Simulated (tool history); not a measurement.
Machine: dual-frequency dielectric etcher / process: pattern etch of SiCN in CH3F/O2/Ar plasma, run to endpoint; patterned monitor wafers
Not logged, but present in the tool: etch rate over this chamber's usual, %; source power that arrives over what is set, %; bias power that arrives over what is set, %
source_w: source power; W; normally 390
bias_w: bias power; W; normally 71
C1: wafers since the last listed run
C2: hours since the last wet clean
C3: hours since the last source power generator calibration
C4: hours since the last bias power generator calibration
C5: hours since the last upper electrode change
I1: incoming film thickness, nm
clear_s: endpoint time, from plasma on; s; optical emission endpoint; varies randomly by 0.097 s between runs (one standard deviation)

{"run": 1, "hour": 0.0, "source_w": 390, "bias_w": 71, "C1": 0, "C2": 6.7, "C3": 1335.8, "C4": 1705.5, "C5": 3474.0, "I1": 6.9, "clear_s": 19.0}
{"run": 2, "hour": 25.3, "source_w": 390, "bias_w": 65, "C1": 225, "C2": 32.0, "C3": 1361.1, "C4": 1730.8, "C5": 3499.3, "I1": 6.86, "clear_s": 19.3}
{"run": 3, "hour": 40.0, "source_w": 390, "bias_w": 65, "C1": 131, "C2": 46.7, "C3": 1375.8, "C4": 1745.5, "C5": 3514.0, "I1": 6.91, "clear_s": 19.8}
{"run": 4, "hour": 55.4, "source_w": 390, "bias_w": 65, "C1": 137, "C2": 62.1, "C3": 1391.2, "C4": 1760.9, "C5": 3529.4, "I1": 6.95, "clear_s": 20.1}
{"run": 5, "hour": 84.6, "source_w": 390, "bias_w": 71, "C1": 260, "C2": 91.3, "C3": 1420.4, "C4": 1790.1, "C5": 3558.6, "I1": 6.89, "clear_s": 19.2}
{"run": 6, "hour": 109.4, "source_w": 390, "bias_w": 71, "C1": 221, "C2": 116.1, "C3": 1445.2, "C4": 1814.9, "C5": 3583.4, "I1": 6.94, "clear_s": 19.4}
{"run": 7, "hour": 139.6, "source_w": 390, "bias_w": 71, "C1": 269, "C2": 146.3, "C3": 1475.4, "C4": 1845.1, "C5": 3613.6, "I1": 6.92, "clear_s": 19.3}
{"run": 8, "hour": 171.9, "source_w": 390, "bias_w": 71, "C1": 288, "C2": 178.6, "C3": 1507.7, "C4": 1877.4, "C5": 3645.9, "I1": 6.88, "clear_s": 19.2}
{"run": 9, "hour": 187.5, "source_w": 390, "bias_w": 71, "C1": 139, "C2": 194.2, "C3": 1523.3, "C4": 1893.0, "C5": 3661.5, "I1": 6.94, "clear_s": 19.4}
{"hour": 204.2, "done": "source power generator calibrated"}
{"run": 10, "hour": 204.7, "source_w": 390, "bias_w": 71, "C1": 117, "C2": 211.4, "C3": 0.5, "C4": 1910.2, "C5": 3678.7, "I1": 6.91, "clear_s": 19.4}
{"run": 11, "hour": 216.6, "source_w": 460, "bias_w": 71, "C1": 106, "C2": 223.3, "C3": 12.4, "C4": 1922.1, "C5": 3690.6, "I1": 6.88, "clear_s": 18.1}
{"run": 12, "hour": 251.1, "source_w": 390, "bias_w": 71, "C1": 308, "C2": 257.8, "C3": 46.9, "C4": 1956.6, "C5": 3725.1, "I1": 6.86, "clear_s": 19.3}
{"run": 13, "hour": 278.7, "source_w": 390, "bias_w": 71, "C1": 246, "C2": 285.4, "C3": 74.5, "C4": 1984.2, "C5": 3752.7, "I1": 6.89, "clear_s": 19.6}
{"hour": 305.4, "done": "upper electrode replaced"}
{"run": 14, "hour": 305.9, "source_w": 390, "bias_w": 89, "C1": 28, "C2": 312.6, "C3": 101.7, "C4": 2011.4, "C5": 0.5, "I1": 6.9, "clear_s": 18.1}
{"run": 15, "hour": 313.6, "source_w": 490, "bias_w": 61, "C1": 68, "C2": 320.3, "C3": 109.4, "C4": 2019.1, "C5": 8.2, "I1": 6.87, "clear_s": 19.0}
{"run": 16, "hour": 330.8, "source_w": 330, "bias_w": 71, "C1": 153, "C2": 337.5, "C3": 126.6, "C4": 2036.3, "C5": 25.4, "I1": 6.88, "clear_s": 20.9}
{"run": 17, "hour": 348.7, "source_w": 350, "bias_w": 85, "C1": 159, "C2": 355.4, "C3": 144.5, "C4": 2054.2, "C5": 43.3, "I1": 6.88, "clear_s": 19.2}
{"hour": 367.7, "done": "bias power generator calibrated"}
{"hour": 382.0, "done": "wet clean of the chamber"}
{"run": 18, "hour": 382.5, "source_w": 350, "bias_w": 71, "C1": 139, "C2": 0.5, "C3": 178.3, "C4": 14.8, "C5": 77.1, "I1": 6.9, "clear_s": 19.7}
{"run": 19, "hour": 391.4, "source_w": 390, "bias_w": 65, "C1": 79, "C2": 9.4, "C3": 187.2, "C4": 23.7, "C5": 86.0, "I1": 6.91, "clear_s": 19.5}
{"run": 20, "hour": 427.0, "source_w": 390, "bias_w": 71, "C1": 317, "C2": 45.0, "C3": 222.8, "C4": 59.3, "C5": 121.6, "I1": 6.84, "clear_s": 18.9}
{"run": 21, "hour": 454.9, "source_w": 330, "bias_w": 87, "C1": 249, "C2": 72.9, "C3": 250.7, "C4": 87.2, "C5": 149.5, "I1": 6.87, "clear_s": 18.5}
{"run": 22, "hour": 490.7, "source_w": 390, "bias_w": 56, "C1": 319, "C2": 108.7, "C3": 286.5, "C4": 123.0, "C5": 185.3, "I1": 6.79, "clear_s": 20.3}
{"run": 23, "hour": 521.4, "source_w": 390, "bias_w": 71, "C1": 274, "C2": 139.4, "C3": 317.2, "C4": 153.7, "C5": 216.0, "I1": 6.9, "clear_s": 19.3}
{"run": 24, "hour": 547.9, "source_w": 350, "bias_w": 58, "C1": 236, "C2": 165.9, "C3": 343.7, "C4": 180.2, "C5": 242.5, "I1": 6.94, "clear_s": 21.6}
{"run": 25, "hour": 564.4, "source_w": 480, "bias_w": 66, "C1": 147, "C2": 182.4, "C3": 360.2, "C4": 196.7, "C5": 259.0, "I1": 6.9, "clear_s": 18.2}
{"run": 26, "hour": 592.0, "source_w": 390, "bias_w": 71, "C1": 246, "C2": 210.0, "C3": 387.8, "C4": 224.3, "C5": 286.6, "I1": 6.88, "clear_s": 19.0}
{"run": 27, "hour": 606.9, "source_w": 390, "bias_w": 71, "C1": 133, "C2": 224.9, "C3": 402.7, "C4": 239.2, "C5": 301.5, "I1": 6.94, "clear_s": 19.5}

Below are 5 alternative next runs, each starting from the tool's condition after run 27. Predict each:
{"run": "A", "hour": 607.3, "source_w": 390, "bias_w": 62, "C1": 3, "C2": 225.3, "C3": 403.1, "C4": 239.6, "C5": 301.9, "I1": 6.91, "clear_s": "?"}
{"run": "B", "hour": 607.3, "source_w": 390, "bias_w": 76, "C1": 3, "C2": 225.3, "C3": 403.1, "C4": 239.6, "C5": 301.9, "I1": 6.91, "clear_s": "?"}
{"run": "C", "hour": 607.3, "source_w": 420, "bias_w": 79, "C1": 3, "C2": 225.3, "C3": 403.1, "C4": 239.6, "C5": 301.9, "I1": 6.91, "clear_s": "?"}
{"run": "D", "hour": 607.3, "source_w": 390, "bias_w": 55, "C1": 3, "C2": 225.3, "C3": 403.1, "C4": 239.6, "C5": 301.9, "I1": 6.91, "clear_s": "?"}
{"run": "E", "hour": 607.3, "source_w": 390, "bias_w": 60, "C1": 3, "C2": 225.3, "C3": 403.1, "C4": 239.6, "C5": 301.9, "I1": 6.91, "clear_s": "?"}

run=A clear_s=20.3
run=B clear_s=18.8
run=C clear_s=18.1
run=D clear_s=21.2
run=E clear_s=20.5
What these runs would have given with no unlogged condition in the tool:
run=A clear_s=19.7
run=B clear_s=18.3
run=C clear_s=17.6
run=D clear_s=20.6
run=E clear_s=20.0

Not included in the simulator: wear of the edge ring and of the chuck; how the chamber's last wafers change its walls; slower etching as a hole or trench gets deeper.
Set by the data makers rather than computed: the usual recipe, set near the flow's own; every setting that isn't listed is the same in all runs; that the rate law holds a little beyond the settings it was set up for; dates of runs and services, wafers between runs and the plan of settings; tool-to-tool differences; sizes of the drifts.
